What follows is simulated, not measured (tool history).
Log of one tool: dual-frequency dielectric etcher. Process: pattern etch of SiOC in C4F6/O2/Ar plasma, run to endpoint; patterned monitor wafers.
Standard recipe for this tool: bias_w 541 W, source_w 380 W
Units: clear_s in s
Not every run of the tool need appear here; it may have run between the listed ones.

run,hour,bias_w,source_w,wafers since the last listed run,hours since the last wet clean,hours since the last bias power generator calibration,hours since the last source power generator calibration,hours since the last upper electrode change,"incoming incoming film thickness, nm",clear_s
1,0.0,541,360,0,280.5,1624.2,5138.4,3112.1,37.49,13.4
2,8.6,471,460,143,289.1,1632.8,5147.0,3120.7,37.55,13.1
3,25.9,471,460,288,306.4,1650.1,5164.3,3138.0,37.77,13.2
4,33.1,541,380,120,313.6,1657.3,5171.5,3145.2,37.54,13.1
5,42.0,541,380,148,322.5,1666.2,5180.4,3154.1,37.69,13.1
6,55.4,541,380,223,335.9,1679.6,5193.8,3167.5,37.81,13.2
7,64.8,541,380,156,345.3,1689.0,5203.2,3176.9,37.97,13.4
8,83.8,462,430,317,364.3,1708.0,5222.2,3195.9,37.46,13.5
9,95.4,573,380,193,375.9,1719.6,5233.8,3207.5,37.78,13.1
# hour 112.6: bias power generator calibrated
10,113.1,541,380,228,393.6,0.5,5251.5,3225.2,37.59,13.3
# hour 120.5: source power generator calibrated
11,127.2,646,380,168,407.7,14.6,6.7,3239.3,37.76,12.6
12,139.5,646,380,205,420.0,26.9,19.0,3251.6,37.58,12.3
# hour 164.1: wet clean of the chamber
# hour 171.2: upper electrode replaced
13,171.7,495,380,17,7.6,59.1,51.2,0.5,38.37,13.4
14,172.0,646,380,5,7.9,59.4,51.5,0.8,37.72,11.9
15,172.4,471,460,6,8.3,59.8,51.9,1.2,37.85,12.7
16,180.2,644,380,130,16.1,67.6,59.7,9.0,37.64,11.9
17,191.8,602,280,193,27.7,79.2,71.3,20.6,37.51,13.5

The next listed run, before its measurement:
18,207.1,541,380,255,43.0,94.5,86.6,35.9,37.62,?

clear_s: 12.9 s
Take away the tool's hidden state, keep the run-to-run variation as it was, and the same run would have given clear_s 12.8 s.

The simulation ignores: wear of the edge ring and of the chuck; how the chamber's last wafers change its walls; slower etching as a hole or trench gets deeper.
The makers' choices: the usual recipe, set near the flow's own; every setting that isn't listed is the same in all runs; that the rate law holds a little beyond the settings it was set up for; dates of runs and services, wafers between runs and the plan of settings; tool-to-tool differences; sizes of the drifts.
